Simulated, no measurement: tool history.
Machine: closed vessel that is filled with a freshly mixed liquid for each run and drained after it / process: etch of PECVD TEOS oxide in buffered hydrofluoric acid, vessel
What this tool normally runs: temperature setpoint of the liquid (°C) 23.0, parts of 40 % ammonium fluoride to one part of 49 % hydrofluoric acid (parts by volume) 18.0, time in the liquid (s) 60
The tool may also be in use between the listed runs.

run,hour,temperature setpoint of the liquid (°C),parts of 40 % ammonium fluoride to one part of 49 % hydrofluoric acid (parts by volume),time in the liquid (s),"read-back film thickness of the PECVD TEOS oxide reference wafer, read on the same gauge (nm)",thickness taken off the PECVD TEOS oxide on a monitor wafer (nm)
1,0.0,23.0,18.0,60,140.01,44.10
2,29.5,23.0,18.0,60,139.99,44.15
3,68.6,23.0,18.0,60,140.00,44.10
4,81.8,23.0,22.5,60,140.02,37.24
5,111.1,23.0,22.5,60,140.01,37.24
6,133.8,23.0,18.0,60,140.03,43.85
7,148.0,23.0,18.0,60,140.00,44.12
8,166.6,23.0,18.0,60,139.97,44.03
9,184.1,21.0,18.0,60,140.01,41.39
10,215.7,21.0,18.0,60,139.95,41.40
11,248.1,21.0,18.0,60,140.01,41.38
12,261.1,25.0,14.0,60,139.99,66.04
13,285.6,20.0,11.0,60,140.02,63.49
14,317.3,23.0,18.0,60,139.96,46.05
15,336.4,23.0,18.0,60,140.03,46.41
16,368.7,23.0,25.0,60,140.01,35.84
17,394.0,24.5,18.0,40,140.01,33.61
18,406.3,23.0,18.0,60,140.00,46.35
19,430.5,25.0,14.0,60,140.02,66.14
20,463.7,23.0,18.0,90,140.00,69.22
21,490.5,18.5,15.0,60,139.98,42.71
22,519.0,23.0,18.0,60,140.00,45.96
23,532.0,23.0,22.0,60,140.01,39.05
24,561.3,23.0,22.5,75,140.04,47.94
25,582.1,24.5,20.5,60,140.01,44.20
26,614.9,23.0,18.0,40,140.04,30.54
27,627.3,18.0,12.0,70,140.00,60.08
28,660.8,18.5,20.0,45,140.04,24.20
29,679.8,25.5,15.0,60,139.99,63.07
30,708.4,23.0,20.5,60,139.98,40.77
31,730.0,23.0,21.0,60,140.02,40.23
32,746.3,24.5,21.5,40,140.02,28.36
33,761.4,25.0,23.0,60,140.02,41.88

Not shown here: 3 entries made in the log between runs. Locate each between two listed runs and compare the hidden state at the listed run before it with the hidden state at the listed run after it:
From run 2 to run 3: thermometer replaced (hour 39.3)
  hydrofluoric acid flow below the setpoint (%): 5.5 -> 5.62
  measured value less the no-hidden-state value, thickness taken off the PECVD TEOS oxide on a monitor wafer (nm): -2.53 -> -2.59
From run 8 to run 9: hydrofluoric acid flow meter replaced (hour 168.9)
  hydrofluoric acid flow below the setpoint (%): 5.92 -> 0.594
  measured value less the no-hidden-state value, thickness taken off the PECVD TEOS oxide on a monitor wafer (nm): -2.73 -> -0.24
From run 12 to run 13: gauge calibrated (hour 271.1)
  hydrofluoric acid flow below the setpoint (%): 0.83 -> 0.906
  measured value less the no-hidden-state value, thickness taken off the PECVD TEOS oxide on a monitor wafer (nm): -0.54 -> -0.57
